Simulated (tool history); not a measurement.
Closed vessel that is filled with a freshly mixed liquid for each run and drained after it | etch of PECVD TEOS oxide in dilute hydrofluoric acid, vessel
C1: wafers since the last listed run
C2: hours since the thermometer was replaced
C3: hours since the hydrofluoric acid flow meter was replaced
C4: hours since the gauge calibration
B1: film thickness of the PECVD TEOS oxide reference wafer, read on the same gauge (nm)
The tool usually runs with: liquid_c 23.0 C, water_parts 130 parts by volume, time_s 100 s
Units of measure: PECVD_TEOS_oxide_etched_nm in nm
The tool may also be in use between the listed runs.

Run 1, hour 0.0: usual settings but time_s 75 s; C1 0; C2 1200.1; C3 447.4; C4 155.4; B1 80.04. Result: PECVD_TEOS_oxide_etched_nm 5.74 nm.
Run 2, hour 15.1: usual settings but time_s 75 s; C1 1931; C2 1215.2; C3 462.5; C4 170.5; B1 79.98. Result: PECVD_TEOS_oxide_etched_nm 5.65 nm.
Run 3, hour 28.1: usual settings; C1 1662; C2 1228.2; C3 475.5; C4 183.5; B1 80.00. Result: PECVD_TEOS_oxide_etched_nm 7.54 nm.
Run 4, hour 44.0: usual settings; C1 2033; C2 1244.1; C3 491.4; C4 199.4; B1 79.98. Result: PECVD_TEOS_oxide_etched_nm 7.57 nm.
Run 5, hour 61.2: usual settings but time_s 125 s; C1 2199; C2 1261.3; C3 508.6; C4 216.6; B1 79.97. Result: PECVD_TEOS_oxide_etched_nm 9.32 nm.
Run 6, hour 76.5: usual settings but time_s 125 s; C1 1956; C2 1276.6; C3 523.9; C4 231.9; B1 80.02. Result: PECVD_TEOS_oxide_etched_nm 9.36 nm.
Run 7, hour 91.8: usual settings but time_s 125 s; C1 1956; C2 1291.9; C3 539.2; C4 247.2; B1 80.00. Result: PECVD_TEOS_oxide_etched_nm 9.35 nm.
Run 8, hour 102.4: usual settings but liquid_c 24.5 C; C1 1355; C2 1302.5; C3 549.8; C4 257.8; B1 80.00. Result: PECVD_TEOS_oxide_etched_nm 7.97 nm.
Run 9, hour 118.7: usual settings but liquid_c 24.5 C; C1 2084; C2 1318.8; C3 566.1; C4 274.1; B1 79.98. Result: PECVD_TEOS_oxide_etched_nm 7.83 nm.
At hour 123.9: thermometer replaced.
Run 10, hour 133.9: usual settings but liquid_c 24.5 C; C1 1816; C2 10.0; C3 581.3; C4 289.3; B1 79.99. Result: PECVD_TEOS_oxide_etched_nm 7.88 nm.
Run 11, hour 151.5: usual settings but time_s 110 s; C1 2251; C2 27.6; C3 598.9; C4 306.9; B1 79.98. Result: PECVD_TEOS_oxide_etched_nm 8.23 nm.
Run 12, hour 164.8: usual settings; C1 1701; C2 40.9; C3 612.2; C4 320.2; B1 80.00. Result: PECVD_TEOS_oxide_etched_nm 7.48 nm.
Run 13, hour 173.7: usual settings; C1 1138; C2 49.8; C3 621.1; C4 329.1; B1 79.98. Result: PECVD_TEOS_oxide_etched_nm 7.46 nm.
Run 14, hour 191.1: usual settings but liquid_c 21.0 C, water_parts 100 parts by volume, time_s 60 s; C1 2225; C2 67.2; C3 638.5; C4 346.5; B1 79.97. Result: PECVD_TEOS_oxide_etched_nm 5.52 nm.
Run 15, hour 203.7: usual settings; C1 1611; C2 79.8; C3 651.1; C4 359.1; B1 80.03. Result: PECVD_TEOS_oxide_etched_nm 7.40 nm.
Run 16, hour 215.8: usual settings but water_parts 85 parts by volume; C1 1547; C2 91.9; C3 663.2; C4 371.2; B1 80.03. Result: PECVD_TEOS_oxide_etched_nm 11.90 nm.
At hour 216.4: gauge calibrated.
Run 17, hour 225.9: usual settings but liquid_c 27.5 C, water_parts 90 parts by volume, time_s 50 s; C1 1291; C2 102.0; C3 673.3; C4 9.5; B1 80.04. Result: PECVD_TEOS_oxide_etched_nm 6.71 nm.
Run 18, hour 243.5: usual settings but water_parts 185 parts by volume, time_s 65 s; C1 2251; C2 119.6; C3 690.9; C4 27.1; B1 80.01. Result: PECVD_TEOS_oxide_etched_nm 3.18 nm.
Run 19, hour 257.0: usual settings but liquid_c 19.0 C, water_parts 85 parts by volume, time_s 50 s; C1 1726; C2 133.1; C3 704.4; C4 40.6; B1 80.03. Result: PECVD_TEOS_oxide_etched_nm 5.04 nm.
Run 20, hour 265.7: usual settings but liquid_c 25.0 C, water_parts 175 parts by volume, time_s 160 s; C1 1112; C2 141.8; C3 713.1; C4 49.3; B1 80.04. Result: PECVD_TEOS_oxide_etched_nm 8.93 nm.
Run 21, hour 277.3: usual settings; C1 1483; C2 153.4; C3 724.7; C4 60.9; B1 80.01. Result: PECVD_TEOS_oxide_etched_nm 7.40 nm.
At hour 286.1: hydrofluoric acid flow meter replaced.
Run 22, hour 294.5: usual settings but liquid_c 27.0 C, time_s 140 s; C1 2071; C2 170.6; C3 8.4; C4 78.1; B1 79.98. Result: PECVD_TEOS_oxide_etched_nm 12.83 nm.
Run 23, hour 309.0: usual settings but liquid_c 27.5 C, water_parts 175 parts by volume, time_s 70 s; C1 1854; C2 185.1; C3 22.9; C4 92.6; B1 79.98. Result: PECVD_TEOS_oxide_etched_nm 4.58 nm.
Run 24, hour 324.7: usual settings but time_s 50 s; C1 2008; C2 200.8; C3 38.6; C4 108.3; B1 80.03. Result: PECVD_TEOS_oxide_etched_nm 3.94 nm.
Run 25, hour 336.7: usual settings but liquid_c 18.5 C, time_s 160 s; C1 1534; C2 212.8; C3 50.6; C4 120.3; B1 79.98. Result: PECVD_TEOS_oxide_etched_nm 10.48 nm.
Run 26, hour 349.2: usual settings; C1 1598; C2 225.3; C3 63.1; C4 132.8; B1 79.97. Result: PECVD_TEOS_oxide_etched_nm 7.83 nm.
Run 27, hour 362.7: usual settings but liquid_c 26.0 C, water_parts 190 parts by volume, time_s 80 s; C1 1726; C2 238.8; C3 76.6; C4 146.3; B1 80.01. Result: PECVD_TEOS_oxide_etched_nm 4.48 nm.

Consider 3 possible next runs. They are alternatives, not a sequence: every one starts from the tool as it was left by run 27. What does each give?
Run A, hour 363.4: usual settings but water_parts 185 parts by volume; C1 89; C2 239.5; C3 77.3; C4 147.0; B1 ?. Result: PECVD_TEOS_oxide_etched_nm ?.
Run B, hour 363.4: usual settings but time_s 145 s; C1 89; C2 239.5; C3 77.3; C4 147.0; B1 ?. Result: PECVD_TEOS_oxide_etched_nm ?.
Run C, hour 363.4: usual settings but liquid_c 26.0 C, water_parts 110 parts by volume; C1 89; C2 239.5; C3 77.3; C4 147.0; B1 ?. Result: PECVD_TEOS_oxide_etched_nm ?.

run     B1  PECVD_TEOS_oxide_etched_nm
  A  80.01                        5.17
  B  80.01                       11.35
  C  80.01                       10.65
With the hidden condition removed and each run's random variation left untouched, the same runs would have given:
run  PECVD_TEOS_oxide_etched_nm
  A                        5.26
  B                       11.53
  C                       10.81
